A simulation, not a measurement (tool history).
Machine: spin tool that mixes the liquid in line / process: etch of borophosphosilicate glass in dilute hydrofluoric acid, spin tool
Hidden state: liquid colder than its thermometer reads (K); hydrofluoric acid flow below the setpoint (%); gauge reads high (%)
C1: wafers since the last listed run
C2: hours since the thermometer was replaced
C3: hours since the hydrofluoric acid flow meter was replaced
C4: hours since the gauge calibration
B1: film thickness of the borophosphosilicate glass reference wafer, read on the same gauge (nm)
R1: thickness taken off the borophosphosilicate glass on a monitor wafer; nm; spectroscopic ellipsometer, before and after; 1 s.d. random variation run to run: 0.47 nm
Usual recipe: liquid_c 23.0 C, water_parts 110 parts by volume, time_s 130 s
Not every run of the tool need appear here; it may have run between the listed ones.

Run 1, day 0.000: usual settings but time_s 100 s; C1 0; C2 522.3; C3 740.5; C4 341.6; B1 50.00. Result: R1 34.34 nm.
Run 2, day 2.358: usual settings but time_s 100 s; C1 382; C2 578.9; C3 797.1; C4 398.2; B1 49.99. Result: R1 33.69 nm.
At day 2.621: thermometer replaced.
Run 3, day 4.983: usual settings but liquid_c 21.5 C, water_parts 125 parts by volume; C1 418; C2 56.7; C3 860.1; C4 461.2; B1 50.02. Result: R1 37.73 nm.
Run 4, day 8.262: usual settings but liquid_c 21.5 C, water_parts 125 parts by volume; C1 531; C2 135.4; C3 938.8; C4 539.9; B1 50.00. Result: R1 37.46 nm.
At day 10.967: hydrofluoric acid flow meter replaced.
Run 5, day 12.279: usual settings but liquid_c 21.5 C, water_parts 125 parts by volume; C1 644; C2 231.8; C3 31.5; C4 636.3; B1 50.00. Result: R1 41.54 nm.
Run 6, day 16.283: usual settings but time_s 105 s; C1 649; C2 327.9; C3 127.6; C4 732.4; B1 49.99. Result: R1 41.03 nm.
Run 7, day 18.542: usual settings but time_s 105 s; C1 366; C2 382.1; C3 181.8; C4 786.6; B1 49.99. Result: R1 39.71 nm.
Run 8, day 21.046: usual settings; C1 406; C2 442.2; C3 241.9; C4 846.7; B1 50.02. Result: R1 49.10 nm.
Run 9, day 24.221: usual settings but time_s 145 s; C1 514; C2 518.4; C3 318.1; C4 922.9; B1 49.99. Result: R1 54.35 nm.
Run 10, day 26.129: usual settings but liquid_c 20.0 C; C1 309; C2 564.2; C3 363.9; C4 968.7; B1 50.01. Result: R1 42.16 nm.
At day 26.758: thermometer replaced.
Run 11, day 28.725: usual settings but liquid_c 20.0 C; C1 414; C2 47.2; C3 426.2; C4 1031.0; B1 50.00. Result: R1 44.75 nm.
Run 12, day 30.658: usual settings; C1 313; C2 93.6; C3 472.6; C4 1077.4; B1 50.00. Result: R1 49.81 nm.
Run 13, day 34.308: usual settings; C1 591; C2 181.2; C3 560.2; C4 1165.0; B1 50.00. Result: R1 49.52 nm.
Run 14, day 38.146: usual settings; C1 622; C2 273.3; C3 652.3; C4 1257.1; B1 50.01. Result: R1 47.84 nm.
At day 38.954: gauge calibrated.
Run 15, day 41.333: usual settings but water_parts 60 parts by volume; C1 516; C2 349.8; C3 728.8; C4 57.1; B1 50.02. Result: R1 91.33 nm.
Run 16, day 45.442: usual settings but water_parts 130 parts by volume, time_s 100 s; C1 666; C2 448.4; C3 827.4; C4 155.7; B1 49.99. Result: R1 29.34 nm.
Run 17, day 47.254: usual settings but liquid_c 21.5 C, water_parts 125 parts by volume; C1 293; C2 491.9; C3 870.9; C4 199.2; B1 49.98. Result: R1 37.51 nm.
At day 48.875: hydrofluoric acid flow meter replaced.
Run 18, day 49.075: usual settings but liquid_c 25.5 C, time_s 195 s; C1 288; C2 535.6; C3 4.8; C4 242.9; B1 49.99. Result: R1 81.54 nm.
Run 19, day 50.888: usual settings; C1 293; C2 579.1; C3 48.3; C4 286.4; B1 50.00. Result: R1 49.31 nm.

What does the tool deliver on the next run?
At day 52.000: thermometer replaced.
Run 20, day 53.117: usual settings but water_parts 155 parts by volume; C1 354; C2 26.8; C3 101.8; C4 339.9; B1 ?. Result: R1 ?.

Run 20 yielded B1 50.03, R1 35.48 nm.
With the hidden condition absent and the run-to-run variation left alone, this run would have shown R1 36.34 nm.
